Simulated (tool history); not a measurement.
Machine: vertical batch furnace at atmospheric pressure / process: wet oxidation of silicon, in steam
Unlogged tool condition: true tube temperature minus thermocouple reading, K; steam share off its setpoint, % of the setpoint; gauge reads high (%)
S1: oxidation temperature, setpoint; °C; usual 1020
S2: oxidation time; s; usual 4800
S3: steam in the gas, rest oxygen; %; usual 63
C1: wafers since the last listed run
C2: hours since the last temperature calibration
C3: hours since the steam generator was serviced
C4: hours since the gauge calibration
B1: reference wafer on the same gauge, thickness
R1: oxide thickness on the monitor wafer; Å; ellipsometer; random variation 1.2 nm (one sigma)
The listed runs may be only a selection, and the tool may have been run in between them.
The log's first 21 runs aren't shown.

run,day,S1,S2,S3,C1,C2,C3,C4,B1,R1
22,44.658,1020,4800,55,771,466.8,2785.8,684.1,404.14,3839.5
23,46.617,1020,5460,58,633,513.8,2832.8,731.1,403.81,4333.8
24,49.7,997,6930,57,997,587.8,2906.8,805.1,404.27,4298.5
# day 57.175: steam generator serviced
25,57.508,1004,5640,57,2203,775.2,8,992.5,404.48,3933.5
26,60.146,1012,3570,53,853,838.5,71.3,1055.8,403.45,2944.3
27,62.921,1020,4800,54,898,905.1,137.9,1122.4,403.89,3825.8
28,64.504,1028,2520,75,512,943.1,175.9,1160.4,404.27,3283.8
29,67.05,1020,4800,63,823,1004.2,237,1221.5,404.21,4251.4
30,68.146,1020,4800,67,354,1030.5,263.3,1247.8,403.9,4412.6
31,70.617,1004,3390,73,799,1089.8,322.6,1307.1,404.4,3341.8
32,73,1013,5910,63,771,1147,379.8,1364.3,403.42,4594.5
33,74.267,1020,4140,63,409,1177.4,410.2,1394.7,404.52,3843.8
34,77.262,1039,3480,69,969,1249.3,482.1,1466.6,403.85,4092.7
35,78.908,1035,3810,58,532,1288.8,521.6,1506.1,404.5,3777.6
36,81.354,1020,4800,63,791,1347.5,580.3,1564.8,404,4243.9
37,84.246,1020,6540,63,935,1416.9,649.7,1634.2,403.93,5129.3

Consider 5 possible next runs. They are alternatives, not a sequence: every one starts from the tool as it was left by run 37. What does each give?
A,84.479,1020,4800,63,75,1422.5,655.3,1639.8,?,?
B,84.479,1038,4800,60,75,1422.5,655.3,1639.8,?,?
C,84.479,1020,3090,51,75,1422.5,655.3,1639.8,?,?
D,84.479,1020,3330,52,75,1422.5,655.3,1639.8,?,?
E,84.479,1007,6540,58,75,1422.5,655.3,1639.8,?,?

run,B1,R1
A,404.22,4239.7
B,404.22,4569.5
C,404.22,2767.4
D,404.22,2947.4
E,404.22,4518.4
The same runs, with their run-to-run variation unchanged, on a tool lacking any hidden condition would have given:
run,R1
A,4182
B,4513.5
C,2724
D,2902.1
E,4454.9

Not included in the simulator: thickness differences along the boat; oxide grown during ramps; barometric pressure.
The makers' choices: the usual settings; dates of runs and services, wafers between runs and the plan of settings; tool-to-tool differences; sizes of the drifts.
